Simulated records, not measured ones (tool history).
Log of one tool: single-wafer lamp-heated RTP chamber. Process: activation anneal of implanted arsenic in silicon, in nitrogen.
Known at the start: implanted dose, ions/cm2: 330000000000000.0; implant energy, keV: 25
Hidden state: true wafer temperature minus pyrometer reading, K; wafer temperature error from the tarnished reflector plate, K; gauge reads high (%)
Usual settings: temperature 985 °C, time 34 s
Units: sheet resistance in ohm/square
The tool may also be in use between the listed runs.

run    hour  temperature  time  wafers since the last listed run  wafers since the last pyrometer calibration  wafers since the reflector plate was cleaned  hours since the gauge calibration  read-back reference wafer on the same gauge, sheet resistance  sheet resistance
  1       0          985    34                                 0                                          155                                           325                             1061.6                                                            298             280.5
  2    68.8          985    34                               772                                          927                                          1097                             1130.4                                                         297.96            281.07
  3   125.9          985    29                               640                                         1568                                          1738                             1187.5                                                         297.98            282.12
  4   206.6          985    29                               905                                         2474                                          2644                             1268.2                                                         298.01            281.11
  5   253.9          985    29                               530                                         3005                                          3175                             1315.5                                                         297.93            281.28
  6   344.8         1009    34                              1020                                         4025                                          4195                             1406.4                                                         298.04            278.69
  7   433.1         1009    34                               991                                         5016                                          5186                             1494.7                                                         298.06            278.04
  8   536.3         1003    34                              1158                                         6175                                          6345                             1597.9                                                            298            279.32
  9   573.6         1003    34                               418                                         6593                                          6763                             1635.2                                                         297.96            279.24
 10   646.5         1003    34                               818                                         7412                                          7582                             1708.1                                                         297.98            279.72
        700  -- pyrometer window cleaned and pyrometer calibrated
 11   707.5         1007    34                               594                                           83                                          8176                             1769.1                                                         298.07            278.37
      739.7  -- reflector plate cleaned
 12   756.4         1007    34                               459                                          542                                           188                               1818                                                         298.05            278.92
 13   838.1          985    34                               917                                         1459                                          1105                             1899.7                                                         298.04            281.44
 14   890.2          985    20                               584                                         2044                                          1689                             1951.8                                                         298.01            283.15
 15   976.9          985    20                               973                                         3017                                          2663                             2038.5                                                         297.93            282.93
 16  1032.5          985    34                               624                                         3642                                          3287                             2094.1                                                          298.1            281.62
     1047.1  -- gauge calibrated
 17  1105.6          985    28                               820                                         4462                                          4107                               58.5                                                          298.1            282.14
 18  1149.3          985    34                               490                                         4953                                          4598                              102.2                                                         297.95            281.06
 19  1223.9          977    43                               837                                         5790                                          5435                              176.8                                                         298.02             280.3
 20  1268.8          985    52                               503                                         6294                                          5939                              221.7                                                         297.94               279
 21  1326.8         1007    24                               651                                         6945                                          6590                              279.7                                                         298.07            280.65
 22  1384.5          955    34                               647                                         7593                                          7238                              337.4                                                            298            283.29
     1455.4  -- reflector plate cleaned
       1473  -- pyrometer window cleaned and pyrometer calibrated
 23  1490.7          985    34                              1012                                          199                                           305                              443.6                                                         297.98            280.66
 24  1536.1          964    51                               509                                          708                                           815                                489                                                         298.03            281.51
 25  1638.8          957    34                              1152                                         1861                                          1968                              591.7                                                         297.97            282.84
 26    1733         1001    21                              1057                                         2918                                          3025                              685.9                                                         298.03            282.11
 27  1989.5          965    29                              2879                                         5797                                          5904                              942.4                                                         297.95            283.81
 28  2033.1         1007    48                               489                                         6287                                          6394                                986                                                            298               277
 29  2089.6          996    53                               634                                         6921                                          7028                             1042.5                                                         297.99             277.8
 30  2165.5          967    45                               851                                         7773                                          7880                             1118.4                                                          298.1            281.87
 31  2202.3          985    34                               413                                         8186                                          8293                             1155.2                                                         297.95            281.46

Forecast each of these 5 alternatives for the next run:
  A  2202.7          997    34                                 4                                         8191                                          8297                             1155.6                                                              ?                 ?
  B  2202.7          985    14                                 4                                         8191                                          8297                             1155.6                                                              ?                 ?
  C  2202.7          973    34                                 4                                         8191                                          8297                             1155.6                                                              ?                 ?
  D  2202.7         1003    14                                 4                                         8191                                          8297                             1155.6                                                              ?                 ?
  E  2202.7          993    34                                 4                                         8191                                          8297                             1155.6                                                              ?                 ?

run  read-back reference wafer on the same gauge, sheet resistance  sheet resistance
  A                                                         298.03            280.27
  B                                                         298.03             284.8
  C                                                         298.03            282.57
  D                                                         298.03            283.44
  E                                                         298.03            280.69
Without the tool's hidden state the same runs would have given:
run  sheet resistance
  A            280.27
  B             284.8
  C            282.57
  D            283.44
  E            280.69

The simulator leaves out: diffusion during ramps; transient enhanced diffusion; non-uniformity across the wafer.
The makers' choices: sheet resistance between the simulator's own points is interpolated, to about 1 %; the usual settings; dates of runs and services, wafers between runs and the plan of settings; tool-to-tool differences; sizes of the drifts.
